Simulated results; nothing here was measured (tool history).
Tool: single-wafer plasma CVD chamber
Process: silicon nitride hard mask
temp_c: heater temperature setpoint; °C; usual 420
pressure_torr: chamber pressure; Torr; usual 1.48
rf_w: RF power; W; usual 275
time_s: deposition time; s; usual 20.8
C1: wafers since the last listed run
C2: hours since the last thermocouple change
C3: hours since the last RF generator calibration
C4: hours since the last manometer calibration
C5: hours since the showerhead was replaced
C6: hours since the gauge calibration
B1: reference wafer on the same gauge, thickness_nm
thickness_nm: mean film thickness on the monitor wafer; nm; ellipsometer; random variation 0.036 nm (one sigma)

Run 1, day 0.000: usual settings but pressure_torr 1.36 Torr, time_s 22.8 s; C1 0; C2 1374.9; C3 1939.4; C4 1957.7; C5 7015.7; C6 105.8; B1 28.704. Result: thickness_nm 23.989 nm.
Run 2, day 0.488: usual settings but pressure_torr 1.36 Torr, time_s 22.8 s; C1 291; C2 1386.6; C3 1951.1; C4 1969.4; C5 7027.4; C6 117.5; B1 28.699. Result: thickness_nm 23.905 nm.
Run 3, day 0.888: usual settings; C1 239; C2 1396.2; C3 1960.7; C4 1979.0; C5 7037.0; C6 127.1; B1 28.699. Result: thickness_nm 22.445 nm.
Run 4, day 1.229: usual settings; C1 204; C2 1404.4; C3 1968.9; C4 1987.2; C5 7045.2; C6 135.3; B1 28.693. Result: thickness_nm 22.362 nm.
Run 5, day 1.508: usual settings; C1 167; C2 1411.1; C3 1975.6; C4 1993.9; C5 7051.9; C6 142.0; B1 28.706. Result: thickness_nm 22.363 nm.
Run 6, day 2.058: usual settings; C1 329; C2 1424.3; C3 1988.8; C4 2007.1; C5 7065.1; C6 155.2; B1 28.707. Result: thickness_nm 22.381 nm.
At day 2.654: showerhead replaced.
At day 2.762: capacitance manometer re-zeroed and calibrated.
Run 7, day 2.783: usual settings; C1 169; C2 1441.7; C3 2006.2; C4 0.5; C5 3.1; C6 172.6; B1 28.703. Result: thickness_nm 22.379 nm.
At day 2.829: gauge calibrated.
Run 8, day 3.054: usual settings; C1 162; C2 1448.2; C3 2012.7; C4 7.0; C5 9.6; C6 5.4; B1 28.691. Result: thickness_nm 22.382 nm.
Run 9, day 3.429: usual settings but temp_c 415 °C, time_s 16.9 s; C1 224; C2 1457.2; C3 2021.7; C4 16.0; C5 18.6; C6 14.4; B1 28.695. Result: thickness_nm 18.219 nm.
Run 10, day 4.079: usual settings but temp_c 425 °C; C1 388; C2 1472.8; C3 2037.3; C4 31.6; C5 34.2; C6 30.0; B1 28.694. Result: thickness_nm 22.299 nm.
Run 11, day 4.571: usual settings; C1 294; C2 1484.6; C3 2049.1; C4 43.4; C5 46.0; C6 41.8; B1 28.693. Result: thickness_nm 22.370 nm.
At day 5.033: thermocouple changed; heater temperature recalibrated.
Run 12, day 5.054: usual settings but rf_w 260 W; C1 89; C2 0.5; C3 2060.7; C4 55.0; C5 57.6; C6 53.4; B1 28.708. Result: thickness_nm 21.079 nm.
At day 5.579: RF generator calibrated.
Run 13, day 5.600: usual settings but temp_c 415 °C, rf_w 225 W, time_s 18.8 s; C1 127; C2 13.6; C3 0.5; C4 68.1; C5 70.7; C6 66.5; B1 28.703. Result: thickness_nm 17.653 nm.
Run 14, day 6.042: usual settings; C1 264; C2 24.2; C3 11.1; C4 78.7; C5 81.3; C6 77.1; B1 28.705. Result: thickness_nm 24.163 nm.
Run 15, day 6.629: usual settings but temp_c 416 °C, pressure_torr 1.36 Torr, rf_w 220 W, time_s 24.1 s; C1 351; C2 38.3; C3 25.2; C4 92.8; C5 95.4; C6 91.2; B1 28.709. Result: thickness_nm 21.399 nm.
Run 16, day 7.162: usual settings but rf_w 325 W; C1 319; C2 51.1; C3 38.0; C4 105.6; C5 108.2; C6 104.0; B1 28.697. Result: thickness_nm 27.992 nm.

What the log doesn't show, run by run:
wafer temperature above the value expected at the setpoint (K): 0 in every run
true pressure above the setpoint (%): 0 in every run
gauge reads high (%): 0 in every run
H1: delivered RF power above the setpoint (%)
run      H1
  1   -7.12
  2   -7.16
  3    -7.2
  4   -7.23
  5   -7.25
  6    -7.3
  7   -7.36
  8   -7.38
  9   -7.42
 10   -7.47
 11   -7.52
 12   -7.56
 13  -0.265
 14  -0.303
 15  -0.354
 16    -0.4
